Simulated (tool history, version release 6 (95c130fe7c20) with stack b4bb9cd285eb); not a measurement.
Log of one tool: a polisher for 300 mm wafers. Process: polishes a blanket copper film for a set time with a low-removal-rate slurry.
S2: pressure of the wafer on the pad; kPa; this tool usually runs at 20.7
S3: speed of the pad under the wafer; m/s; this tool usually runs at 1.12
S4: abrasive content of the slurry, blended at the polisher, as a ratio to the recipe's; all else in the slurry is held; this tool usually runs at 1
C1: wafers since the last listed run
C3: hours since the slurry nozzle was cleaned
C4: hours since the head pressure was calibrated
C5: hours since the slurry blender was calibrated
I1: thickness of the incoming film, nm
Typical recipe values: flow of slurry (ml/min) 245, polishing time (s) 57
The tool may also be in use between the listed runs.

run 1 hour=0 | flow_of_slurry_(ml/min)=290 S2=20.7 S3=1.2 S4=1 polishing_time_(s)=57 | C1=0 wafers_polished_on_this_pad=2677 C3=441.6 C4=258.8 C5=174 | I1=1246.1 | film_removed_(Å)=1963
run 2 hour=55.9 | flow_of_slurry_(ml/min)=245 S2=20.7 S3=1.12 S4=1 polishing_time_(s)=57 | C1=868 wafers_polished_on_this_pad=3546 C3=497.5 C4=314.7 C5=229.9 | I1=1247.3 | film_removed_(Å)=1848
-- hour=107.8 slurry nozzle cleaned
-- hour=111.5 head pressure recalibrated
run 3 hour=119.8 | flow_of_slurry_(ml/min)=245 S2=20.7 S3=1.12 S4=1 polishing_time_(s)=57 | C1=946 wafers_polished_on_this_pad=4493 C3=12 C4=8.3 C5=293.8 | I1=1254.6 | film_removed_(Å)=1818
run 4 hour=175 | flow_of_slurry_(ml/min)=245 S2=20.7 S3=1.12 S4=1 polishing_time_(s)=57 | C1=858 wafers_polished_on_this_pad=5351 C3=67.2 C4=63.5 C5=349 | I1=1233.5 | film_removed_(Å)=1810
-- hour=220.8 worn pad replaced by a new one
-- hour=232.1 slurry blender recalibrated
run 5 hour=282 | flow_of_slurry_(ml/min)=245 S2=20.7 S3=1.12 S4=1 polishing_time_(s)=57 | C1=1570 wafers_polished_on_this_pad=921 C3=174.2 C4=170.5 C5=49.9 | I1=1256.8 | film_removed_(Å)=1903
run 6 hour=325.4 | flow_of_slurry_(ml/min)=270 S2=20.7 S3=1.12 S4=1 polishing_time_(s)=57 | C1=674 wafers_polished_on_this_pad=1595 C3=217.6 C4=213.9 C5=93.3 | I1=1237.7 | film_removed_(Å)=1924
run 7 hour=423.4 | flow_of_slurry_(ml/min)=270 S2=20.7 S3=1.12 S4=1 polishing_time_(s)=57 | C1=1523 wafers_polished_on_this_pad=3119 C3=315.6 C4=311.9 C5=191.3 | I1=1264.7 | film_removed_(Å)=1925
-- hour=533 worn pad replaced by a new one
-- hour=542.9 head pressure recalibrated
-- hour=614.5 slurry nozzle cleaned
-- hour=621.2 slurry blender recalibrated
run 8 hour=646.1 | flow_of_slurry_(ml/min)=270 S2=20.7 S3=1.12 S4=1 polishing_time_(s)=57 | C1=3322 wafers_polished_on_this_pad=1680 C3=31.6 C4=103.2 C5=24.9 | I1=1216.7 | film_removed_(Å)=1724
run 9 hour=715.4 | flow_of_slurry_(ml/min)=245 S2=20.7 S3=1.12 S4=1 polishing_time_(s)=57 | C1=1077 wafers_polished_on_this_pad=2757 C3=100.9 C4=172.5 C5=94.2 | I1=1220.3 | film_removed_(Å)=1722
run 10 hour=833 | flow_of_slurry_(ml/min)=245 S2=20.7 S3=1.12 S4=1 polishing_time_(s)=57 | C1=1828 wafers_polished_on_this_pad=4585 C3=218.5 C4=290.1 C5=211.8 | I1=1257 | film_removed_(Å)=1649
-- hour=896.3 slurry blender recalibrated, repeated, since the last time left the tool worse
run 11 hour=919.5 | flow_of_slurry_(ml/min)=245 S2=20.7 S3=1.12 S4=1 polishing_time_(s)=57 | C1=1313 wafers_polished_on_this_pad=5899 C3=305 C4=376.6 C5=23.2 | I1=1253.7 | film_removed_(Å)=1909
-- hour=926.2 worn pad replaced by a new one
-- hour=933 head pressure recalibrated
run 12 hour=1091.1 | flow_of_slurry_(ml/min)=200 S2=17.9 S3=0.8 S4=1.25 polishing_time_(s)=57 | C1=2574 wafers_polished_on_this_pad=2532 C3=476.6 C4=158.1 C5=194.8 | I1=1240.9 | film_removed_(Å)=1431
-- hour=1144.7 slurry nozzle cleaned
run 13 hour=1148 | flow_of_slurry_(ml/min)=245 S2=15.2 S3=1.12 S4=0.75 polishing_time_(s)=57 | C1=868 wafers_polished_on_this_pad=3401 C3=3.3 C4=215 C5=251.7 | I1=1218.5 | film_removed_(Å)=1247
run 14 hour=1210.5 | flow_of_slurry_(ml/min)=245 S2=20.7 S3=1.12 S4=1 polishing_time_(s)=38 | C1=971 wafers_polished_on_this_pad=4373 C3=65.8 C4=277.5 C5=314.2 | I1=1256 | film_removed_(Å)=1209
run 15 hour=1289.6 | flow_of_slurry_(ml/min)=245 S2=20.7 S3=1.12 S4=1 polishing_time_(s)=57 | C1=1229 wafers_polished_on_this_pad=5603 C3=144.9 C4=356.6 C5=393.3 | I1=1240.1 | film_removed_(Å)=1776
-- hour=1298.2 head pressure recalibrated
-- hour=1298.6 slurry blender recalibrated
-- hour=1312.6 worn pad replaced by a new one
run 16 hour=1357.6 | flow_of_slurry_(ml/min)=245 S2=18.6 S3=1.12 S4=1 polishing_time_(s)=57 | C1=956 wafers_polished_on_this_pad=699 C3=212.9 C4=59.4 C5=59 | I1=1246.9 | film_removed_(Å)=1723
run 17 hour=1426.4 | flow_of_slurry_(ml/min)=275 S2=20.7 S3=1.12 S4=1.1 polishing_time_(s)=64 | C1=1069 wafers_polished_on_this_pad=1768 C3=281.7 C4=128.2 C5=127.8 | I1=1259.6 | film_removed_(Å)=2207
run 18 hour=1465.5 | flow_of_slurry_(ml/min)=245 S2=16.5 S3=1.12 S4=1 polishing_time_(s)=57 | C1=607 wafers_polished_on_this_pad=2376 C3=320.8 C4=167.3 C5=166.9 | I1=1228.4 | film_removed_(Å)=1520

What will run 19 give?
run 19 hour=1569.1 | flow_of_slurry_(ml/min)=245 S2=20.7 S3=1.12 S4=1 polishing_time_(s)=57 | C1=1610 wafers_polished_on_this_pad=3986 C3=424.4 C4=270.9 C5=270.5 | I1=1228.9 | film_removed_(Å)=?

{"run 19": {"film removed (Å)": 1851}}
On a tool with no hidden condition, and with the same random variation, this run would have come out at film removed (Å) 1912.
